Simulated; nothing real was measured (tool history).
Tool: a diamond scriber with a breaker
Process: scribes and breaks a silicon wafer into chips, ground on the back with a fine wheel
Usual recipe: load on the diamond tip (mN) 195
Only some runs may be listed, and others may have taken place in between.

| run | hour | load on the diamond tip (mN) | wafers since the last listed run | hours since the diamond tip was replaced | hours since the load on the tip was calibrated | incoming depth of the damage left on the back of the incoming wafer, um | depth of the median crack under the scribed line (µm) | chips rejected at inspection after the break (%) |
|---|---|---|---|---|---|---|---|---|
| 1 | 0.0 | 195 | 0 | 258.7 | 357.2 | 2.94 | 6.98 | 8.82 |
| 2 | 95.5 | 195 | 181 | 354.2 | 452.7 | 2.86 | 6.52 | 10.50 |
|  | 125.0 | diamond tip replaced by a new one |
| 3 | 191.2 | 158 | 177 | 66.2 | 548.4 | 2.36 | 6.45 | 7.51 |
| 4 | 401.5 | 158 | 399 | 276.5 | 758.7 | 2.33 | 5.86 | 13.77 |
|  | 448.2 | diamond tip replaced by a new one |
| 5 | 475.1 | 195 | 135 | 26.9 | 832.3 | 2.81 | 7.84 | 5.81 |
| 6 | 581.2 | 219 | 201 | 133.0 | 938.4 | 2.05 | 8.15 | 4.22 |
| 7 | 672.2 | 219 | 172 | 224.0 | 1029.4 | 1.60 | 8.05 | 2.18 |
| 8 | 731.4 | 195 | 112 | 283.2 | 1088.6 | 1.51 | 6.98 | 1.68 |
|  | 819.1 | diamond tip replaced by a new one |
| 9 | 821.1 | 195 | 166 | 2.0 | 1178.3 | 2.17 | 8.22 | 3.20 |
| 10 | 893.2 | 214 | 136 | 74.1 | 1250.4 | 1.67 | 8.44 | 4.59 |
| 11 | 935.1 | 149 | 79 | 116.0 | 1292.3 | 2.68 | 6.50 | 8.12 |
| 12 | 1007.8 | 148 | 137 | 188.7 | 1365.0 | 2.22 | 6.39 | 8.63 |
| 13 | 1111.9 | 160 | 197 | 292.8 | 1469.1 | 1.91 | 6.17 | 6.96 |

Run 14 comes next. What will it give?
|  | 1135.8 | load on the tip recalibrated |
|  | 1168.6 | diamond tip replaced by a new one |
| 14 | 1202.9 | 236 | 165 | 34.3 | 67.1 | 1.91 | ? | ? |

depth of the median crack under the scribed line (µm): 8.74
chips rejected at inspection after the break (%): 5.24
The same run, on a tool lacking any hidden state, would have yielded depth of the median crack under the scribed line (µm) 8.59, chips rejected at inspection after the break (%) 4.57.
